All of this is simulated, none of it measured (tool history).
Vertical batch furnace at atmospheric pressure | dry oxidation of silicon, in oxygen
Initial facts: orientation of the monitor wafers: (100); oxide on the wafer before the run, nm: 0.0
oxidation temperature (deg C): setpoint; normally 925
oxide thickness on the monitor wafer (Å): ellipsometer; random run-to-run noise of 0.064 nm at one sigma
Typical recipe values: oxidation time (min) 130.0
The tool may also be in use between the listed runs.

run	hour	oxidation temperature (deg C)	oxidation time (min)	read-back reference wafer on the same gauge, thickness	oxide thickness on the monitor wafer (Å)
1	0.0	925	130.0	37.10	412.5
2	21.4	925	130.0	37.10	412.8
3	42.4	925	130.0	37.09	413.7
# hour 56.8: gauge calibrated
4	60.8	925	130.0	37.10	413.5
5	76.8	916	130.0	37.11	376.1
6	84.3	925	130.0	37.10	412.7
7	93.9	925	130.0	37.09	412.0
8	109.4	910	161.0	37.10	408.4
9	124.1	910	161.0	37.10	409.3
10	144.5	910	161.0	37.10	408.2
# hour 189.7: boat lift adjusted
11	190.2	941	130.0	37.11	478.4
12	195.3	925	130.0	37.09	403.6
13	200.5	908	101.5	37.11	285.2
14	209.4	925	130.0	37.11	403.7
15	219.8	925	130.0	37.10	403.6
16	229.3	925	130.0	37.10	403.7
17	239.5	942	91.5	37.11	376.7
18	254.4	925	130.0	37.08	404.3
# hour 289.7: boat lift adjusted, repeated, since the last time left the tool worse
19	290.2	925	130.0	37.10	426.1
20	295.3	916	147.0	37.11	422.8
21	300.4	925	130.0	37.09	425.8
22	305.6	900	107.5	37.10	287.6
23	319.0	918	130.0	37.11	395.9
24	333.3	904	130.0	37.10	341.0
25	347.5	925	130.0	37.10	427.0
26	358.7	905	85.0	37.10	259.7
27	368.4	925	86.0	37.10	320.1
28	389.7	909	164.5	37.10	424.2
29	405.6	948	79.0	37.11	382.7
# hour 444.2: gauge calibrated
# hour 461.4: thermocouples replaced and temperature profile calibrated
30	461.9	932	77.0	37.10	317.6
31	469.8	925	130.0	37.09	426.1
32	483.5	925	181.0	37.09	543.0
33	504.4	925	72.5	37.11	285.3
34	525.7	925	130.0	37.12	425.4
35	589.5	925	130.0	37.09	425.8

Below are 3 alternative next runs, each starting from the tool's condition after run 35. Predict each:
A	594.7	907	130.0	?	?
B	594.7	940	71.0	?	?
C	594.7	944	82.5	?	?

run	read-back reference wafer on the same gauge, thickness	oxide thickness on the monitor wafer (Å)
A	37.10	352.4
B	37.10	326.4
C	37.10	377.4
What these runs would have given with no unlogged condition in the tool:
run	oxide thickness on the monitor wafer (Å)
A	352.6
B	326.5
C	377.5
